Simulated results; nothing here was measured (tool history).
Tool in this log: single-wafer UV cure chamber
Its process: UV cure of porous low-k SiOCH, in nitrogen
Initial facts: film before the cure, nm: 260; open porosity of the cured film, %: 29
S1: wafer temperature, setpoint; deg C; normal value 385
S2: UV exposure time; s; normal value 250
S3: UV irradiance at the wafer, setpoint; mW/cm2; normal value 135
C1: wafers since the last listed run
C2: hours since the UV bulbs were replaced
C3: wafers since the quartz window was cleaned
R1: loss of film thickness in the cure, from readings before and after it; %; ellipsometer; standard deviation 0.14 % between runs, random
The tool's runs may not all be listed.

run   hour   S1   S2   S3  C1      C2    C3      R1
  1      0  385  315  135   0  1654.7  1483   17.74
  2    7.4  385  250  135  35  1662.1  1518  16.398
  3   22.9  385  250  135  73  1677.6  1591   16.46
  4   34.5  385  250  126  54  1689.2  1646  16.054
  5   45.9  385  250  135  54  1700.6  1700  16.192
  6   53.5  385  250  135  36  1708.2  1736  16.294
  7   70.4  385  250  135  80  1725.1  1817  16.189
  8   84.5  385  250  135  66  1739.2  1883   16.28
  9   96.8  365  335  135  58  1751.5  1942  17.405
     107.9  -- UV bulbs replaced
 10  109.1  385  250  135  20     1.2  1962   16.23
     126.7  -- quartz window cleaned
 11  127.2  397  300  135  47    19.3     2   18.27
 12  133.4  385  250  124  29    25.5    31  16.326
 13  147.1  385  310  135  64    39.2    96  17.925
 14  161.3  385  250  135  67    53.4   164  16.781
 15  173.4  404  315  135  57    65.5   221  18.538
 16  187.1  385  250  123  64    79.2   286  16.459

For each run, the measured value with the value that run would have given without the tool's hidden condition subtracted. The run-to-run variation is shared by both, the gauge scatter possibly not:
The tool's hidden condition here consists of: lamp output below its setpoint, %; transmission lost against a clean window, %.
run      R1
  1  -0.473
  2  -0.489
  3  -0.542
  4  -0.578
  5  -0.613
  6  -0.645
  7  -0.706
  8  -0.768
  9  -0.828
 10  -0.874
 11   -0.16
 12  -0.157
 13   -0.16
 14  -0.162
 15   -0.17
 16  -0.175
